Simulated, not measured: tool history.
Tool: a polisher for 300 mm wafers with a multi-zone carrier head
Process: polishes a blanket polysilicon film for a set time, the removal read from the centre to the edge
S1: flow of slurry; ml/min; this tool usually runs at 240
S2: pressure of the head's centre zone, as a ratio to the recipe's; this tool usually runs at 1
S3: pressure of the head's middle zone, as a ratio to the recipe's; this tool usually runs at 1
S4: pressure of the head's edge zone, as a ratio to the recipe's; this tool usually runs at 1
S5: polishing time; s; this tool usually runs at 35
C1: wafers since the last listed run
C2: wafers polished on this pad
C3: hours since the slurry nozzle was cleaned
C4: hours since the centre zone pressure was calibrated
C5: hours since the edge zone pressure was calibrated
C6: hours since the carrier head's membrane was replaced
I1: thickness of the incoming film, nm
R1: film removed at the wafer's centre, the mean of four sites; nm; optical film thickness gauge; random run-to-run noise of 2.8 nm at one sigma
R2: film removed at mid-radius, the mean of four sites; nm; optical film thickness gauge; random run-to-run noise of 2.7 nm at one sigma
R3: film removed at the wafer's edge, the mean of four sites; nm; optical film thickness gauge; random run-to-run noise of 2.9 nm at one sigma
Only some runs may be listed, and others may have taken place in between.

run,day,S1,S2,S3,S4,S5,C1,C2,C3,C4,C5,C6,I1,R1,R2,R3
1,0,240,1.06,1,1,35,0,256,646.5,478.1,311.5,611,1300.6,205.3,196.8,200.9
# day 2.104: worn pad replaced by a new one
2,2.125,240,1,1,1,35,545,5,697.5,529.1,362.5,662,1299.7,179.4,191.8,202.1
3,2.625,240,1,1.05,1,35,139,145,709.5,541.1,374.5,674,1304.4,182.3,198.8,198.6
4,3.35,240,1,1.05,1,35,202,347,726.9,558.5,391.9,691.4,1302.9,187.8,198.9,203.6
5,3.629,275,1,1,1,35,77,425,733.6,565.2,398.6,698.1,1308.9,183.7,197,201.5
6,4.188,240,1,1,1,35,155,580,747,578.6,412,711.5,1287.3,182.5,192.7,204.3
7,4.467,240,1,1,1,35,77,658,753.7,585.3,418.7,718.2,1307,178.7,195.2,201.3
# day 4.629: edge zone pressure recalibrated
8,4.971,240,1,1,1,35,117,776,765.8,597.4,8.2,730.3,1290.1,180.7,193.1,204.3
# day 5.208: worn pad replaced by a new one
9,5.404,240,0.97,0.95,1,35,74,54,776.2,607.8,18.6,740.7,1309.8,177.6,181.8,197.8
# day 5.783: slurry nozzle cleaned
10,6.033,240,0.97,0.95,1,35,163,218,6,622.9,33.7,755.8,1325,174.7,184.8,201.5
11,6.825,240,1,1,1,35,220,439,25,641.9,52.7,774.8,1305.1,179.6,195.2,201.7
12,7.429,215,0.96,1,0.91,30,168,607,39.5,656.4,67.2,789.3,1299.2,140.4,167,165.3

Run 13, settings as shown, results not yet in. Your forecast:
13,7.867,270,0.96,1,1.09,35,121,729,50,666.9,77.7,799.8,1304.6,?,?,?

{"run 13": {"R1": 172.4, "R2": 197, "R3": 207.6}}
Were there no unlogged condition in the tool, this run, its random variation unchanged, would have produced R1 190.7 nm, R2 196.9 nm, R3 207.6 nm.
